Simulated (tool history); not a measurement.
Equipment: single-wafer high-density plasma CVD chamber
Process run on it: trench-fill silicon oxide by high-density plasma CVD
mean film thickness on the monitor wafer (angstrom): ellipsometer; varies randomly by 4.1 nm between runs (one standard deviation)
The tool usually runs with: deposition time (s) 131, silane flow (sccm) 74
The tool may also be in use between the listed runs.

run,hour,deposition time (s),silane flow (sccm),wafers since the last listed run,hours since the silane flow controller was replaced,hours since the gauge calibration,"read-back reference wafer on the same gauge, thickness_nm",mean film thickness on the monitor wafer (angstrom)
1,0,131,71,0,2380.2,513.3,1241.185,10392.47
2,85.2,131,71,932,2465.4,598.5,1244.107,10384.13
3,108.8,131,74,258,2489,622.1,1244.545,10603.08
4,121.8,131,74,142,2502,635.1,1245.63,10690.92
5,139.2,112,74,190,2519.4,652.5,1244.932,9102.54
6,160.5,112,74,233,2540.7,673.8,1247.352,9149.62
7,191,112,74,333,2571.2,704.3,1248.064,9162.54
8,207.1,119,74,176,2587.3,720.4,1245.41,9794.23
9,240.6,119,74,366,2620.8,753.9,1246.993,9765.95
10,271.2,119,74,334,2651.4,784.5,1250.433,9717.8
11,296,147,74,271,2676.2,809.3,1249.51,12001.08
12,331.6,147,74,389,2711.8,844.9,1251.759,12040.69
13,350.1,147,74,202,2730.3,863.4,1248.052,12038.08
14,368.2,131,79,198,2748.4,881.5,1251.449,11174.79
15,387.7,131,79,213,2767.9,901,1253.969,11171.49
16,418.2,131,79,333,2798.4,931.5,1253.287,11153.43
17,451.7,131,74,366,2831.9,965,1252.854,10752.17
# hour 467.1: silane flow controller replaced
18,480,131,74,222,12.9,993.3,1252.449,10737.16
19,513.9,131,86,370,46.8,1027.2,1252.961,11893.95
20,530.7,131,86,183,63.6,1044,1253.838,11940.13
21,564.3,131,86,367,97.2,1077.6,1253.248,11881.28
22,593.5,131,74,319,126.4,1106.8,1252.699,10796.93
23,618.7,131,74,275,151.6,1132,1254.425,10769.34
24,650.7,131,68,350,183.6,1164,1255.923,10218.98
25,669.2,131,74,202,202.1,1182.5,1253.385,10751.56
26,698.1,131,74,316,231,1211.4,1255.749,10744.68
# hour 702.5: gauge calibrated
27,727.4,153,81,320,260.3,24.9,1207.541,12848.32
28,745,118,60,192,277.9,42.5,1205.026,8157.75
29,778.4,148,59,365,311.3,75.9,1208.902,10075.92
30,811.4,131,74,361,344.3,108.9,1213.159,10376.1
31,833.4,116,89,240,366.3,130.9,1217.757,10453.19
32,846.8,111,84,146,379.7,144.3,1219.826,9617.1
33,880,110,74,363,412.9,177.5,1220.303,8744.65
34,907.3,149,64,298,440.2,204.8,1224.113,10875.26
35,937.6,115,74,331,470.5,235.1,1224.681,9241.87
36,957.4,146,74,216,490.3,254.9,1225.03,11748.22
37,973.1,139,87,171,506,270.6,1226.301,12557.9
38,992.8,150,82,215,525.7,290.3,1230.63,12917.11
39,1006.3,131,74,147,539.2,303.8,1229.901,10540.39
40,1026.7,120,67,223,559.6,324.2,1229.571,9085.82
41,1062.5,131,74,391,595.4,360,1232.211,10545.77
42,1137.7,105,74,822,670.6,435.2,1237.786,8486.97
43,1154.7,120,67,186,687.6,452.2,1237.516,9107.6
44,1189.8,131,74,384,722.7,487.3,1242.324,10663.7
45,1215.1,131,82,276,748,512.6,1240.968,11462.3

Each row is a separate what-if for the run after 45, all from the same tool condition, not one after another. Results?
A,1215.5,131,74,4,748.4,513,?,?
B,1215.5,151,64,4,748.4,513,?,?
C,1215.5,131,87,4,748.4,513,?,?
D,1215.5,155,66,4,748.4,513,?,?
E,1215.5,153,69,4,748.4,513,?,?

run,"read-back reference wafer on the same gauge, thickness_nm",mean film thickness on the monitor wafer (angstrom)
A,1239.834,10639.84
B,1239.834,11163.04
C,1239.834,11881.81
D,1239.834,11684.82
E,1239.834,11868.79
With no hidden state in the tool, these same runs would have given:
run,mean film thickness on the monitor wafer (angstrom)
A,10295.43
B,10801.69
C,11497.19
D,11306.59
E,11484.6
